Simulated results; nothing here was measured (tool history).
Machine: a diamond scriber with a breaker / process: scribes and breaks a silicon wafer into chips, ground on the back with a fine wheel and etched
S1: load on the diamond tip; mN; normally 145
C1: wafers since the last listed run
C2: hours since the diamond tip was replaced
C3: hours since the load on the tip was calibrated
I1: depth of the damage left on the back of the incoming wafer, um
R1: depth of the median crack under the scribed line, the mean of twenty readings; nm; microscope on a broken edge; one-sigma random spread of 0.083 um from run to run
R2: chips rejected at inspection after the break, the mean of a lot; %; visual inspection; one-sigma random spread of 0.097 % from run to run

| run | hour | S1 | C1 | C2 | C3 | I1 | R1 | R2 |
|---|---|---|---|---|---|---|---|---|
| 1 | 0.0 | 175 | 0 | 769.9 | 425.3 | 0.60 | 8600 | 1.72 |
| 2 | 90.7 | 175 | 444 | 860.6 | 516.0 | 0.55 | 8600 | 1.55 |
| 3 | 157.2 | 114 | 325 | 927.1 | 582.5 | 0.63 | 6790 | 6.44 |
| 4 | 251.3 | 114 | 461 | 1021.2 | 676.6 | 0.52 | 6730 | 7.62 |
| 5 | 293.2 | 114 | 205 | 1063.1 | 718.5 | 0.35 | 6650 | 8.21 |
|  | 344.1 | diamond tip replaced by a new one |
| 6 | 361.2 | 145 | 323 | 17.1 | 786.5 | 0.67 | 6480 | 9.24 |
| 7 | 446.2 | 145 | 416 | 102.1 | 871.5 | 0.47 | 6520 | 9.62 |
| 8 | 551.9 | 119 | 518 | 207.8 | 977.2 | 0.58 | 5990 | 14.67 |
|  | 595.4 | diamond tip replaced by a new one, repeated, since the last time left the tool worse |
| 9 | 602.7 | 127 | 239 | 7.3 | 1028.0 | 0.39 | 7780 | 2.31 |
|  | 615.6 | load on the tip recalibrated |
| 10 | 676.2 | 178 | 350 | 80.8 | 60.6 | 0.73 | 9280 | 2.36 |
| 11 | 777.2 | 162 | 495 | 181.8 | 161.6 | 0.43 | 8810 | 1.54 |
| 12 | 849.3 | 109 | 353 | 253.9 | 233.7 | 0.78 | 7130 | 4.08 |
| 13 | 905.9 | 145 | 277 | 310.5 | 290.3 | 0.62 | 8210 | 1.53 |
| 14 | 1006.3 | 157 | 492 | 410.9 | 390.7 | 0.35 | 8420 | 1.52 |

Each row is a separate what-if for the run after 14, all from the same tool condition, not one after another. Results?
| A | 1006.8 | 145 | 2 | 411.4 | 391.2 | 0.36 | ? | ? |
| B | 1006.8 | 132 | 2 | 411.4 | 391.2 | 0.36 | ? | ? |
| C | 1006.8 | 108 | 2 | 411.4 | 391.2 | 0.36 | ? | ? |
| D | 1006.8 | 133 | 2 | 411.4 | 391.2 | 0.36 | ? | ? |

| run | R1 | R2 |
|---|---|---|
| A | 8320 | 1.54 |
| B | 7960 | 2.07 |
| C | 7270 | 4.62 |
| D | 7990 | 2.01 |
Without the tool's hidden state the same runs would have given:
| run | R1 | R2 |
|---|---|---|
| A | 8540 | 1.45 |
| B | 8170 | 1.69 |
| C | 7460 | 3.68 |
| D | 8200 | 1.66 |

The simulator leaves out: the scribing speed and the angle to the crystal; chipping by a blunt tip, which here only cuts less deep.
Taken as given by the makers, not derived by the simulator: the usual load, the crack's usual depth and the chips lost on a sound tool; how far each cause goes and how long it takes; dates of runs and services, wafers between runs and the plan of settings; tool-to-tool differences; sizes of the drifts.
